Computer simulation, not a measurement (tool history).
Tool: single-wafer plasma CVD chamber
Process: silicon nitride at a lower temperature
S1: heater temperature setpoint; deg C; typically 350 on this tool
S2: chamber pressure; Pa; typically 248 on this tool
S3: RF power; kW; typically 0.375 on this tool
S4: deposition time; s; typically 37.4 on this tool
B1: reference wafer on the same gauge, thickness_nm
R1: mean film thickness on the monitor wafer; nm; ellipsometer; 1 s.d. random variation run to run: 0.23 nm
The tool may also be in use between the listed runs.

run	hour	S1	S2	S3	S4	B1	R1
1	0	350	248	0.375	37.4	50.802	55.425
2	66.9	350	248	0.375	37.4	50.782	55.125
3	118.5	350	248	0.375	37.4	50.79	55.464
4	147.4	350	248	0.375	37.4	50.862	55.127
5	174.1	350	248	0.375	37.4	50.743	55.183
6	245.3	350	248	0.375	37.4	50.854	54.368
# hour 288.8: showerhead replaced
7	301.3	350	248	0.375	37.4	50.79	54.446
8	337.2	350	248	0.375	37.4	50.75	54.446

Predict the results of run 9:
9	393.6	350	231	0.375	37.4	?	?

B1: 50.8
R1: 53.147 nm
Were there no unlogged condition in the tool, this run, its random variation unchanged, would have produced R1 56.582 nm.
